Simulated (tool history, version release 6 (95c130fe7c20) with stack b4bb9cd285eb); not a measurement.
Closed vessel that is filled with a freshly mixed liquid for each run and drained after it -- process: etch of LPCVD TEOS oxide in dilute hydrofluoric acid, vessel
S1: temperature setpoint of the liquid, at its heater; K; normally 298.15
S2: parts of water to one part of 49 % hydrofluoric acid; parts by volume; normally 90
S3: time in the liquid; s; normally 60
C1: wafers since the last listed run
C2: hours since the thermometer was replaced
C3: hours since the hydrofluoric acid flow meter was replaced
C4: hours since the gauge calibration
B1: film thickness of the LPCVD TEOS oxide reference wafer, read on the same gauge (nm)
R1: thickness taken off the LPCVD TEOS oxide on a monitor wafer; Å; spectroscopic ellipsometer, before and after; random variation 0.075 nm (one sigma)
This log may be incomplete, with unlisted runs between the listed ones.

{"run": 1, "hour": 0.0, "S1": 294.65, "S2": 90, "S3": 60, "C1": 0, "C2": 632.5, "C3": 384.6, "C4": 1080.8, "B1": 110.01, "R1": 127.4}
{"run": 2, "hour": 67.7, "S1": 294.65, "S2": 90, "S3": 60, "C1": 5285, "C2": 700.2, "C3": 452.3, "C4": 1148.5, "B1": 110, "R1": 129.1}
{"run": 3, "hour": 145.7, "S1": 298.15, "S2": 90, "S3": 60, "C1": 6089, "C2": 778.2, "C3": 530.3, "C4": 1226.5, "B1": 109.98, "R1": 147.4}
{"run": 4, "hour": 252.7, "S1": 298.15, "S2": 90, "S3": 60, "C1": 8354, "C2": 885.2, "C3": 637.3, "C4": 1333.5, "B1": 110, "R1": 145.9}
{"run": 5, "hour": 318.2, "S1": 298.15, "S2": 90, "S3": 60, "C1": 5113, "C2": 950.7, "C3": 702.8, "C4": 1399, "B1": 110.01, "R1": 146.7}
{"run": 6, "hour": 413.4, "S1": 298.15, "S2": 80, "S3": 60, "C1": 7432, "C2": 1045.9, "C3": 798, "C4": 1494.2, "B1": 110.03, "R1": 168}
{"run": 7, "hour": 451.1, "S1": 298.15, "S2": 105, "S3": 60, "C1": 2943, "C2": 1083.6, "C3": 835.7, "C4": 1531.9, "B1": 109.96, "R1": 123.7}
{"run": 8, "hour": 550.8, "S1": 298.15, "S2": 90, "S3": 60, "C1": 7784, "C2": 1183.3, "C3": 935.4, "C4": 1631.6, "B1": 109.99, "R1": 144.4}
{"run": 9, "hour": 609.1, "S1": 298.15, "S2": 90, "S3": 60, "C1": 4551, "C2": 1241.6, "C3": 993.7, "C4": 1689.9, "B1": 110, "R1": 146}
{"hour": 650.3, "done": "thermometer replaced"}
{"run": 10, "hour": 707.2, "S1": 298.15, "S2": 90, "S3": 60, "C1": 7581, "C2": 56.9, "C3": 1091.8, "C4": 1788, "B1": 110, "R1": 145.4}
{"run": 11, "hour": 768.4, "S1": 298.15, "S2": 90, "S3": 60, "C1": 4778, "C2": 118.1, "C3": 1153, "C4": 1849.2, "B1": 110.01, "R1": 144.2}
{"run": 12, "hour": 812.4, "S1": 298.15, "S2": 90, "S3": 60, "C1": 3435, "C2": 162.1, "C3": 1197, "C4": 1893.2, "B1": 110.01, "R1": 144.4}
{"run": 13, "hour": 919.6, "S1": 298.15, "S2": 90, "S3": 60, "C1": 8369, "C2": 269.3, "C3": 1304.2, "C4": 2000.4, "B1": 110.01, "R1": 144.9}
{"run": 14, "hour": 959.8, "S1": 298.15, "S2": 90, "S3": 60, "C1": 3138, "C2": 309.5, "C3": 1344.4, "C4": 2040.6, "B1": 110.01, "R1": 142.9}
{"run": 15, "hour": 1036.0, "S1": 298.15, "S2": 90, "S3": 60, "C1": 5949, "C2": 385.7, "C3": 1420.6, "C4": 2116.8, "B1": 110, "R1": 144.3}
{"run": 16, "hour": 1131.0, "S1": 298.15, "S2": 90, "S3": 60, "C1": 7417, "C2": 480.7, "C3": 1515.6, "C4": 2211.8, "B1": 109.99, "R1": 144.4}
{"run": 17, "hour": 1236.6, "S1": 298.15, "S2": 90, "S3": 60, "C1": 8244, "C2": 586.3, "C3": 1621.2, "C4": 2317.4, "B1": 110, "R1": 142.6}
{"hour": 1253.4, "done": "gauge calibrated"}
{"run": 18, "hour": 1293.1, "S1": 294.15, "S2": 125, "S3": 45, "C1": 4411, "C2": 642.8, "C3": 1677.7, "C4": 39.7, "B1": 110, "R1": 62.9}
{"run": 19, "hour": 1397.0, "S1": 295.15, "S2": 90, "S3": 60, "C1": 8111, "C2": 746.7, "C3": 1781.6, "C4": 143.6, "B1": 110, "R1": 126.3}
{"run": 20, "hour": 1450.0, "S1": 294.15, "S2": 90, "S3": 45, "C1": 4137, "C2": 799.7, "C3": 1834.6, "C4": 196.6, "B1": 110.01, "R1": 91.5}
{"hour": 1707.5, "done": "hydrofluoric acid flow meter replaced"}
{"run": 21, "hour": 1770.9, "S1": 298.15, "S2": 90, "S3": 60, "C1": 24976, "C2": 1120.6, "C3": 63.4, "C4": 517.5, "B1": 109.98, "R1": 149.3}
{"hour": 1826.5, "done": "thermometer replaced"}
{"run": 22, "hour": 1850.8, "S1": 298.15, "S2": 70, "S3": 60, "C1": 6160, "C2": 24.3, "C3": 143.3, "C4": 597.4, "B1": 110.01, "R1": 195.3}
{"run": 23, "hour": 1946.1, "S1": 296.65, "S2": 60, "S3": 50, "C1": 7440, "C2": 119.6, "C3": 238.6, "C4": 692.7, "B1": 110, "R1": 182.1}
{"run": 24, "hour": 2048.3, "S1": 293.15, "S2": 90, "S3": 60, "C1": 7979, "C2": 221.8, "C3": 340.8, "C4": 794.9, "B1": 109.99, "R1": 121.9}
{"run": 25, "hour": 2145.1, "S1": 298.15, "S2": 90, "S3": 85, "C1": 7557, "C2": 318.6, "C3": 437.6, "C4": 891.7, "B1": 109.99, "R1": 209.6}
{"run": 26, "hour": 2238.8, "S1": 298.15, "S2": 90, "S3": 60, "C1": 7315, "C2": 412.3, "C3": 531.3, "C4": 985.4, "B1": 110, "R1": 147.4}
{"run": 27, "hour": 2314.3, "S1": 300.65, "S2": 90, "S3": 60, "C1": 5894, "C2": 487.8, "C3": 606.8, "C4": 1060.9, "B1": 110.02, "R1": 161.1}
{"run": 28, "hour": 2390.5, "S1": 298.15, "S2": 90, "S3": 75, "C1": 5949, "C2": 564, "C3": 683, "C4": 1137.1, "B1": 110, "R1": 183.1}
{"run": 29, "hour": 2459.8, "S1": 298.15, "S2": 65, "S3": 60, "C1": 5410, "C2": 633.3, "C3": 752.3, "C4": 1206.4, "B1": 110.02, "R1": 210.9}
{"run": 30, "hour": 2501.4, "S1": 298.15, "S2": 90, "S3": 60, "C1": 3247, "C2": 674.9, "C3": 793.9, "C4": 1248, "B1": 110, "R1": 145.9}
{"run": 31, "hour": 2562.2, "S1": 294.15, "S2": 130, "S3": 60, "C1": 4746, "C2": 735.7, "C3": 854.7, "C4": 1308.8, "B1": 109.99, "R1": 81.7}
{"run": 32, "hour": 2664.8, "S1": 302.65, "S2": 135, "S3": 30, "C1": 8010, "C2": 838.3, "C3": 957.3, "C4": 1411.4, "B1": 109.98, "R1": 54.2}

Take each entry between the runs: how does the hidden state at the last listed run before it differ from the hidden state at the first listed run after it?
In the gap between runs 9 and 10: thermometer replaced (hour 650.3)
  hydrofluoric acid flow below the setpoint (%): 2.28 -> 2.5
  measured minus no-state result, R1: -3.8 -> -4.2 Å
In the gap between runs 17 and 18: gauge calibrated (hour 1253.4)
  hydrofluoric acid flow below the setpoint (%): 3.71 -> 3.84
  measured minus no-state result, R1: -6.1 -> -2.9 Å
In the gap between runs 20 and 21: hydrofluoric acid flow meter replaced (hour 1707.5)
  hydrofluoric acid flow below the setpoint (%): 4.2 -> 0.385
  measured minus no-state result, R1: -4.4 -> -0.7 Å
In the gap between runs 21 and 22: thermometer replaced (hour 1826.5)
  hydrofluoric acid flow below the setpoint (%): 0.385 -> 0.568
  measured minus no-state result, R1: -0.7 -> -1.2 Å
